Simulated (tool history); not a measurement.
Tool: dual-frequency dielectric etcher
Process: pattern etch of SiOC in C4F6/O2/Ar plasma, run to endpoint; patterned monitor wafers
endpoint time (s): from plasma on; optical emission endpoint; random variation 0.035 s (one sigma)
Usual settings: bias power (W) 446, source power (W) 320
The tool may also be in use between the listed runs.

run,hour,bias power (W),source power (W),wafers since the last listed run,hours since the last wet clean,hours since the last bias power generator calibration,hours since the last source power generator calibration,hours since the last upper electrode change,"incoming incoming film thickness, nm",endpoint time (s)
1,0,518,320,0,349.8,2653.6,3844.3,4379.7,25.99,10.1
2,10.7,415,320,218,360.5,2664.3,3855,4390.4,25.64,10.6
# hour 45.9: upper electrode replaced
# hour 47.1: bias power generator calibrated
3,47.6,415,320,240,397.4,0.5,3891.9,1.7,25.75,10.6
4,47.9,446,320,6,397.7,0.8,3892.2,2,25.89,10.5
5,56.1,446,320,167,405.9,9,3900.4,10.2,26.22,10.7
6,71.7,446,320,318,421.5,24.6,3916,25.8,25.66,10.4
7,78.4,416,320,136,428.2,31.3,3922.7,32.5,26.03,10.8
8,91.6,416,320,269,441.4,44.5,3935.9,45.7,26.09,10.8
9,105.1,416,320,275,454.9,58,3949.4,59.2,25.9,10.7
10,115.8,446,340,218,465.6,68.7,3960.1,69.9,26.01,10.4
# hour 154.4: source power generator calibrated
11,154.7,446,340,713,504.5,107.6,0.3,108.8,26.02,10.4
12,161.1,368,290,130,510.9,114,6.7,115.2,26.18,11.6
13,176.4,557,350,312,526.2,129.3,22,130.5,25.94,9.7
14,188.3,446,320,243,538.1,141.2,33.9,142.4,25.96,10.5
15,196.9,446,320,175,546.7,149.8,42.5,151,25.91,10.6
# hour 222.5: wet clean of the chamber
16,223,446,320,42,0.5,175.9,68.6,177.1,25.7,10.2
17,223.3,446,290,6,0.8,176.2,68.9,177.4,26.03,10.7
18,229.3,348,380,122,6.8,182.2,74.9,183.4,25.6,10.2
19,236.8,414,320,153,14.3,189.7,82.4,190.9,25.81,10.5
20,247.5,513,320,218,25,200.4,93.1,201.6,25.52,9.7
21,264.4,518,320,345,41.9,217.3,110,218.5,26.07,9.9
22,275.3,446,320,222,52.8,228.2,120.9,229.4,25.96,10.3
23,289.5,334,390,290,67,242.4,135.1,243.6,25.95,10.2
24,306.5,555,340,347,84,259.4,152.1,260.6,25.67,9.5
25,320.7,554,320,290,98.2,273.6,166.3,274.8,26.13,9.9
26,335.1,446,350,294,112.6,288,180.7,289.2,25.86,10
27,345.4,446,360,210,122.9,298.3,191,299.5,25.65,9.8
28,356.9,446,320,234,134.4,309.8,202.5,311,25.93,10.4
29,369.4,535,290,255,146.9,322.3,215,323.5,25.82,10.2
30,399.6,446,320,617,177.1,352.5,245.2,353.7,26.23,10.5
31,413.9,483,320,292,191.4,366.8,259.5,368,25.77,10.1
32,426.6,385,370,259,204.1,379.5,272.2,380.7,25.88,10.2
33,437.2,338,360,216,214.7,390.1,282.8,391.3,25.77,10.6
34,452,513,400,302,229.5,404.9,297.6,406.1,25.75,9.2
35,466.5,349,280,296,244,419.4,312.1,420.6,26.21,11.7
36,474.8,446,320,169,252.3,427.7,320.4,428.9,26.13,10.5

Forecast each of these 3 alternatives for the next run:
A,475.2,446,320,8,252.7,428.1,320.8,429.3,25.86,?
B,475.2,391,300,8,252.7,428.1,320.8,429.3,25.86,?
C,475.2,446,240,8,252.7,428.1,320.8,429.3,25.86,?

run,endpoint time (s)
A,10.4
B,11
C,11.5
Without the tool's hidden state the same runs would have given:
run,endpoint time (s)
A,10.3
B,10.8
C,11.4
